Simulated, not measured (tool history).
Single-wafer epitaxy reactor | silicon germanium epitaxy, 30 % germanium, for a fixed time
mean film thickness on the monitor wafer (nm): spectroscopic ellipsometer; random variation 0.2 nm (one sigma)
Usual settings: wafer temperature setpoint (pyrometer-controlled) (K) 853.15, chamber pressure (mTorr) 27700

| run | day | wafer temperature setpoint (pyrometer-controlled) (K) | chamber pressure (mTorr) | read-back reference wafer on the same gauge, thickness_nm | mean film thickness on the monitor wafer (nm) |
|---|---|---|---|---|---|
| 1 | 0.000 | 858.15 | 27700 | 42.613 | 44.573 |
| 2 | 0.546 | 853.15 | 27700 | 42.599 | 40.550 |
| 3 | 0.925 | 853.15 | 27700 | 42.633 | 40.840 |
| 4 | 1.333 | 853.15 | 27700 | 42.543 | 41.036 |
| 5 | 2.071 | 853.15 | 27700 | 42.562 | 41.380 |
| 6 | 2.792 | 853.15 | 27700 | 42.663 | 40.925 |
| 7 | 3.142 | 853.15 | 27700 | 42.609 | 41.067 |
| 8 | 3.683 | 843.15 | 27700 | 42.616 | 34.443 |
| 9 | 4.325 | 843.15 | 27700 | 42.577 | 34.534 |
| 10 | 4.829 | 853.15 | 27700 | 42.599 | 41.206 |
| 11 | 5.304 | 853.15 | 27700 | 42.615 | 41.015 |
|  | 5.712 | showerhead replaced |
| 12 | 5.804 | 853.15 | 27700 | 42.586 | 40.964 |
|  | 6.421 | pyrometer calibrated |
| 13 | 6.442 | 853.15 | 27700 | 42.679 | 45.438 |
| 14 | 6.454 | 843.15 | 25200 | 42.584 | 37.427 |
| 15 | 6.688 | 853.15 | 27700 | 42.640 | 45.447 |
|  | 7.208 | capacitance manometer re-zeroed and calibrated |
| 16 | 7.238 | 848.15 | 24100 | 42.558 | 40.090 |
| 17 | 7.738 | 859.15 | 27700 | 42.587 | 50.071 |
| 18 | 8.179 | 853.15 | 27700 | 42.581 | 45.171 |
| 19 | 8.621 | 853.15 | 27700 | 42.638 | 45.113 |
|  | 9.079 | gauge calibrated |
| 20 | 9.129 | 853.15 | 27700 | 42.555 | 44.391 |
| 21 | 9.617 | 853.15 | 22100 | 42.588 | 42.220 |
| 22 | 10.162 | 857.15 | 31800 | 42.668 | 48.959 |
| 23 | 10.508 | 863.15 | 22800 | 42.561 | 49.782 |
| 24 | 11.146 | 841.15 | 33900 | 42.598 | 38.056 |
| 25 | 11.550 | 844.15 | 33700 | 42.627 | 39.792 |
| 26 | 11.942 | 860.15 | 25100 | 42.621 | 48.484 |

3 ways to go on from here, each from the tool as it stands after run 26. What would each give?
| A | 11.958 | 838.15 | 27700 | ? | ? |
| B | 11.958 | 845.15 | 22800 | ? | ? |
| C | 11.958 | 861.15 | 22400 | ? | ? |

| run | read-back reference wafer on the same gauge, thickness_nm | mean film thickness on the monitor wafer (nm) |
|---|---|---|
| A | 42.664 | 33.916 |
| B | 42.664 | 36.581 |
| C | 42.664 | 47.752 |
Without the tool's hidden state the same runs would have given:
| run | mean film thickness on the monitor wafer (nm) |
|---|---|
| A | 35.046 |
| B | 37.782 |
| C | 49.268 |
